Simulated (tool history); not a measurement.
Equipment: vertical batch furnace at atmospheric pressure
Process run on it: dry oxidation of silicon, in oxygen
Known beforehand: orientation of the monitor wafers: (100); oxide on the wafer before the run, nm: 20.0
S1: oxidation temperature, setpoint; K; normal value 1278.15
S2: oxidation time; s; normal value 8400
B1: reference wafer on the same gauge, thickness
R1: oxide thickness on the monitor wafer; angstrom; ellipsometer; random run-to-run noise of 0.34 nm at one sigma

| run | hour | S1 | S2 | B1 | R1 |
|---|---|---|---|---|---|
| 1 | 0.0 | 1278.15 | 8400 | 93.57 | 977.4 |
| 2 | 107.8 | 1278.15 | 8400 | 93.75 | 975.3 |
| 3 | 215.3 | 1278.15 | 8400 | 93.85 | 984.2 |
| 4 | 295.1 | 1278.15 | 8400 | 94.09 | 984.0 |
| 5 | 346.7 | 1278.15 | 8400 | 94.18 | 989.9 |
| 6 | 392.6 | 1278.15 | 8400 | 94.24 | 981.6 |
| 7 | 495.6 | 1278.15 | 8400 | 94.49 | 989.5 |
| 8 | 535.2 | 1278.15 | 8400 | 94.61 | 988.8 |
| 9 | 643.2 | 1278.15 | 8400 | 94.87 | 990.3 |
| 10 | 701.1 | 1278.15 | 8400 | 94.89 | 987.6 |
| 11 | 800.9 | 1278.15 | 8400 | 95.23 | 998.3 |
| 12 | 906.9 | 1290.15 | 9810 | 95.47 | 1216.3 |
| 13 | 950.9 | 1293.15 | 11190 | 95.63 | 1360.9 |
|  | 964.1 | gauge calibrated |
| 14 | 1038.6 | 1256.15 | 12480 | 92.36 | 1036.9 |
| 15 | 1097.7 | 1290.15 | 9810 | 92.40 | 1179.1 |
| 16 | 1157.1 | 1271.15 | 6090 | 92.38 | 743.6 |
| 17 | 1215.4 | 1255.15 | 8400 | 92.44 | 808.1 |
| 18 | 1294.0 | 1285.15 | 10170 | 92.41 | 1158.5 |
|  | 1332.8 | boat lift adjusted |
| 19 | 1343.8 | 1278.15 | 8400 | 92.45 | 957.6 |
|  | 1567.6 | thermocouples replaced and temperature profile calibrated |
| 20 | 1629.8 | 1299.15 | 6120 | 92.60 | 944.6 |
| 21 | 1723.8 | 1278.15 | 8400 | 92.81 | 963.7 |
| 22 | 1821.4 | 1269.15 | 6840 | 92.95 | 786.0 |
| 23 | 1875.5 | 1286.15 | 11100 | 92.97 | 1237.1 |
| 24 | 1969.8 | 1286.15 | 11010 | 93.11 | 1235.6 |

Consider 4 possible next runs. They are alternatives, not a sequence: every one starts from the tool as it was left by run 24. What does each give?
| A | 1976.9 | 1278.15 | 8400 | ? | ? |
| B | 1976.9 | 1278.15 | 11580 | ? | ? |
| C | 1976.9 | 1267.15 | 4200 | ? | ? |
| D | 1976.9 | 1287.15 | 6480 | ? | ? |

| run | B1 | R1 |
|---|---|---|
| A | 93.15 | 965.7 |
| B | 93.15 | 1186.2 |
| C | 93.15 | 579.8 |
| D | 93.15 | 885.4 |
The same runs, with their run-to-run variation unchanged, on a tool lacking any hidden condition would have given:
| run | R1 |
|---|---|
| A | 960.7 |
| B | 1180.1 |
| C | 576.8 |
| D | 880.8 |
